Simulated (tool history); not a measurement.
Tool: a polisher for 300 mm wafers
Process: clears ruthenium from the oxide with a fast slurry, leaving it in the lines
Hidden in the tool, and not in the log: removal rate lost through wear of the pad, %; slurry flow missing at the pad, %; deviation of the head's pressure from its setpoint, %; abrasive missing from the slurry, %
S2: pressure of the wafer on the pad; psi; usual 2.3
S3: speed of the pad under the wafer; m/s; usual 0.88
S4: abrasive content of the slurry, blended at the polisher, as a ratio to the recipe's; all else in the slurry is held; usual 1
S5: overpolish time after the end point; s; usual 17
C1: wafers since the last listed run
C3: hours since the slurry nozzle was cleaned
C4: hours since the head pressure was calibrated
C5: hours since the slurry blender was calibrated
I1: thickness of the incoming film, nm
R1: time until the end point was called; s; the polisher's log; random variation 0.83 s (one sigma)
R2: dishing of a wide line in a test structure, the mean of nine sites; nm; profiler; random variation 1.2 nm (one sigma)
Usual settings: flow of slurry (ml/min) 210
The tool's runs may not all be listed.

{"run": 1, "hour": 0.0, "flow of slurry (ml/min)": 210, "S2": 2.3, "S3": 0.88, "S4": 1, "S5": 17, "C1": 0, "wafers polished on this pad": 2348, "C3": 448.6, "C4": 602.3, "C5": 312.3, "I1": 226.7, "R1": 75, "R2": 50.4}
{"run": 2, "hour": 82.4, "flow of slurry (ml/min)": 210, "S2": 2.3, "S3": 0.88, "S4": 1, "S5": 17, "C1": 807, "wafers polished on this pad": 3155, "C3": 531, "C4": 684.7, "C5": 394.7, "I1": 232.3, "R1": 78.8, "R2": 48.1}
{"run": 3, "hour": 160.3, "flow of slurry (ml/min)": 180, "S2": 2.3, "S3": 1.1, "S4": 1, "S5": 17, "C1": 763, "wafers polished on this pad": 3918, "C3": 608.9, "C4": 762.6, "C5": 472.6, "I1": 231.9, "R1": 66, "R2": 52.5}
{"run": 4, "hour": 242.4, "flow of slurry (ml/min)": 210, "S2": 2.3, "S3": 0.88, "S4": 1, "S5": 17, "C1": 804, "wafers polished on this pad": 4723, "C3": 691, "C4": 844.7, "C5": 554.7, "I1": 227.8, "R1": 74.7, "R2": 48.8}
{"hour": 288.3, "done": "slurry nozzle cleaned"}
{"run": 5, "hour": 310.0, "flow of slurry (ml/min)": 210, "S2": 3, "S3": 0.88, "S4": 1, "S5": 17, "C1": 652, "wafers polished on this pad": 5375, "C3": 21.7, "C4": 912.3, "C5": 622.3, "I1": 234.4, "R1": 59.9, "R2": 62.6}
{"run": 6, "hour": 346.4, "flow of slurry (ml/min)": 210, "S2": 2.3, "S3": 1.1, "S4": 1.2, "S5": 17, "C1": 356, "wafers polished on this pad": 5732, "C3": 58.1, "C4": 948.7, "C5": 658.7, "I1": 234.3, "R1": 58.3, "R2": 61.2}
{"hour": 383.6, "done": "slurry blender recalibrated"}
{"hour": 490.6, "done": "head pressure recalibrated"}
{"hour": 556.0, "done": "worn pad replaced by a new one"}
{"run": 7, "hour": 619.4, "flow of slurry (ml/min)": 210, "S2": 3, "S3": 0.88, "S4": 1, "S5": 17, "C1": 2596, "wafers polished on this pad": 621, "C3": 331.1, "C4": 128.8, "C5": 235.8, "I1": 231.2, "R1": 59, "R2": 61.9}
{"run": 8, "hour": 670.8, "flow of slurry (ml/min)": 255, "S2": 1.6, "S3": 0.88, "S4": 1.15, "S5": 17, "C1": 503, "wafers polished on this pad": 1124, "C3": 382.5, "C4": 180.2, "C5": 287.2, "I1": 230.7, "R1": 94.6, "R2": 38}
{"run": 9, "hour": 711.6, "flow of slurry (ml/min)": 280, "S2": 2.3, "S3": 0.88, "S4": 1, "S5": 21, "C1": 399, "wafers polished on this pad": 1524, "C3": 423.3, "C4": 221, "C5": 328, "I1": 228.6, "R1": 71.5, "R2": 60.7}
{"run": 10, "hour": 786.2, "flow of slurry (ml/min)": 210, "S2": 2.3, "S3": 0.88, "S4": 1, "S5": 17, "C1": 730, "wafers polished on this pad": 2255, "C3": 497.9, "C4": 295.6, "C5": 402.6, "I1": 233.6, "R1": 76.7, "R2": 46.9}
{"run": 11, "hour": 892.3, "flow of slurry (ml/min)": 210, "S2": 2.3, "S3": 1.08, "S4": 1, "S5": 17, "C1": 1039, "wafers polished on this pad": 3294, "C3": 604, "C4": 401.7, "C5": 508.7, "I1": 229.9, "R1": 63.8, "R2": 54.7}
{"run": 12, "hour": 994.5, "flow of slurry (ml/min)": 275, "S2": 2.3, "S3": 0.88, "S4": 1, "S5": 12, "C1": 1001, "wafers polished on this pad": 4296, "C3": 706.2, "C4": 503.9, "C5": 610.9, "I1": 226.4, "R1": 72.8, "R2": 35.6}
{"run": 13, "hour": 1111.2, "flow of slurry (ml/min)": 255, "S2": 2.3, "S3": 0.88, "S4": 1.15, "S5": 23, "C1": 1143, "wafers polished on this pad": 5439, "C3": 822.9, "C4": 620.6, "C5": 727.6, "I1": 228.9, "R1": 70.6, "R2": 66.9}
{"hour": 1170.1, "done": "slurry nozzle cleaned"}
{"run": 14, "hour": 1198.7, "flow of slurry (ml/min)": 210, "S2": 2.3, "S3": 1.04, "S4": 1, "S5": 14, "C1": 847, "wafers polished on this pad": 6287, "C3": 28.6, "C4": 708.1, "C5": 815.1, "I1": 229.1, "R1": 63.8, "R2": 45.2}
{"run": 15, "hour": 1253.0, "flow of slurry (ml/min)": 210, "S2": 2.3, "S3": 0.88, "S4": 1, "S5": 17, "C1": 532, "wafers polished on this pad": 6819, "C3": 82.9, "C4": 762.4, "C5": 869.4, "I1": 229.5, "R1": 73.8, "R2": 48.5}
{"hour": 1281.9, "done": "slurry blender recalibrated"}
{"hour": 1316.9, "done": "worn pad replaced by a new one"}
{"run": 16, "hour": 1349.2, "flow of slurry (ml/min)": 210, "S2": 2.3, "S3": 0.88, "S4": 1, "S5": 17, "C1": 883, "wafers polished on this pad": 316, "C3": 179.1, "C4": 858.6, "C5": 67.3, "I1": 229.8, "R1": 74.2, "R2": 46}
{"run": 17, "hour": 1612.6, "flow of slurry (ml/min)": 210, "S2": 1.9, "S3": 0.6, "S4": 1.2, "S5": 17, "C1": 2580, "wafers polished on this pad": 2897, "C3": 442.5, "C4": 1122, "C5": 330.7, "I1": 230.5, "R1": 115.8, "R2": 32.1}
{"hour": 1620.2, "done": "head pressure recalibrated"}
{"run": 18, "hour": 1688.5, "flow of slurry (ml/min)": 210, "S2": 1.5, "S3": 0.98, "S4": 1, "S5": 17, "C1": 724, "wafers polished on this pad": 3621, "C3": 518.4, "C4": 68.3, "C5": 406.6, "I1": 230.5, "R1": 102, "R2": 35.4}
{"run": 19, "hour": 1788.1, "flow of slurry (ml/min)": 210, "S2": 2, "S3": 0.98, "S4": 1.2, "S5": 17, "C1": 975, "wafers polished on this pad": 4597, "C3": 618, "C4": 167.9, "C5": 506.2, "I1": 229, "R1": 74.3, "R2": 48.9}
{"run": 20, "hour": 1833.6, "flow of slurry (ml/min)": 210, "S2": 2.9, "S3": 0.88, "S4": 1, "S5": 17, "C1": 445, "wafers polished on this pad": 5042, "C3": 663.5, "C4": 213.4, "C5": 551.7, "I1": 230.8, "R1": 62.2, "R2": 56.9}
{"run": 21, "hour": 1876.2, "flow of slurry (ml/min)": 255, "S2": 2.3, "S3": 0.72, "S4": 0.7, "S5": 17, "C1": 417, "wafers polished on this pad": 5460, "C3": 706.1, "C4": 256, "C5": 594.3, "I1": 232.6, "R1": 108.7, "R2": 36.7}
{"hour": 1889.4, "done": "slurry nozzle cleaned"}
{"run": 22, "hour": 1965.0, "flow of slurry (ml/min)": 210, "S2": 2.3, "S3": 0.88, "S4": 1, "S5": 17, "C1": 860, "wafers polished on this pad": 6320, "C3": 75.6, "C4": 344.8, "C5": 683.1, "I1": 230.4, "R1": 75.1, "R2": 47.7}
{"run": 23, "hour": 2004.1, "flow of slurry (ml/min)": 175, "S2": 2.9, "S3": 0.88, "S4": 1.1, "S5": 23, "C1": 383, "wafers polished on this pad": 6703, "C3": 114.7, "C4": 383.9, "C5": 722.2, "I1": 233.6, "R1": 59.9, "R2": 79.6}
{"hour": 2075.5, "done": "slurry blender recalibrated"}
{"run": 24, "hour": 2108.8, "flow of slurry (ml/min)": 210, "S2": 2.3, "S3": 0.88, "S4": 1, "S5": 17, "C1": 1006, "wafers polished on this pad": 7709, "C3": 219.4, "C4": 488.6, "C5": 33.3, "I1": 228.6, "R1": 75.9, "R2": 48.7}
{"hour": 2136.3, "done": "worn pad replaced by a new one"}
{"run": 25, "hour": 2203.1, "flow of slurry (ml/min)": 280, "S2": 2.5, "S3": 0.88, "S4": 1.15, "S5": 17, "C1": 884, "wafers polished on this pad": 654, "C3": 313.7, "C4": 582.9, "C5": 127.6, "I1": 224.9, "R1": 60.8, "R2": 54.5}
{"run": 26, "hour": 2245.5, "flow of slurry (ml/min)": 145, "S2": 2.3, "S3": 0.88, "S4": 1, "S5": 17, "C1": 415, "wafers polished on this pad": 1069, "C3": 356.1, "C4": 625.3, "C5": 170, "I1": 232.1, "R1": 82.3, "R2": 44.7}
{"run": 27, "hour": 2309.9, "flow of slurry (ml/min)": 210, "S2": 2.3, "S3": 0.88, "S4": 1, "S5": 17, "C1": 630, "wafers polished on this pad": 1700, "C3": 420.5, "C4": 689.7, "C5": 234.4, "I1": 227.8, "R1": 75.9, "R2": 48.2}

5 ways to go on from here, each from the tool as it stands after run 27. What would each give?
{"run": "A", "hour": 2310.4, "flow of slurry (ml/min)": 210, "S2": 2.3, "S3": 0.88, "S4": 0.8, "S5": 17, "C1": 4, "wafers polished on this pad": 1705, "C3": 421, "C4": 690.2, "C5": 234.9, "I1": 234.7, "R1": "?", "R2": "?"}
{"run": "B", "hour": 2310.4, "flow of slurry (ml/min)": 160, "S2": 2.5, "S3": 0.58, "S4": 1, "S5": 7, "C1": 4, "wafers polished on this pad": 1705, "C3": 421, "C4": 690.2, "C5": 234.9, "I1": 234.7, "R1": "?", "R2": "?"}
{"run": "C", "hour": 2310.4, "flow of slurry (ml/min)": 210, "S2": 2.3, "S3": 0.88, "S4": 1, "S5": 8, "C1": 4, "wafers polished on this pad": 1705, "C3": 421, "C4": 690.2, "C5": 234.9, "I1": 234.7, "R1": "?", "R2": "?"}
{"run": "D", "hour": 2310.4, "flow of slurry (ml/min)": 285, "S2": 2, "S3": 0.96, "S4": 1, "S5": 12, "C1": 4, "wafers polished on this pad": 1705, "C3": 421, "C4": 690.2, "C5": 234.9, "I1": 234.7, "R1": "?", "R2": "?"}
{"run": "E", "hour": 2310.4, "flow of slurry (ml/min)": 260, "S2": 2.5, "S3": 0.88, "S4": 1, "S5": 17, "C1": 4, "wafers polished on this pad": 1705, "C3": 421, "C4": 690.2, "C5": 234.9, "I1": 234.7, "R1": "?", "R2": "?"}

run=A R1=87.8 R2=44.3
run=B R1=107.6 R2=15.8
run=C R1=78 R2=24.5
run=D R1=78.7 R2=35.6
run=E R1=69.9 R2=54.4
Without the tool's hidden state the same runs would have given:
run=A R1=85.4 R2=45.5
run=B R1=103.6 R2=16.4
run=C R1=75.8 R2=25.2
run=D R1=77.1 R2=36.3
run=E R1=68.4 R2=55.5

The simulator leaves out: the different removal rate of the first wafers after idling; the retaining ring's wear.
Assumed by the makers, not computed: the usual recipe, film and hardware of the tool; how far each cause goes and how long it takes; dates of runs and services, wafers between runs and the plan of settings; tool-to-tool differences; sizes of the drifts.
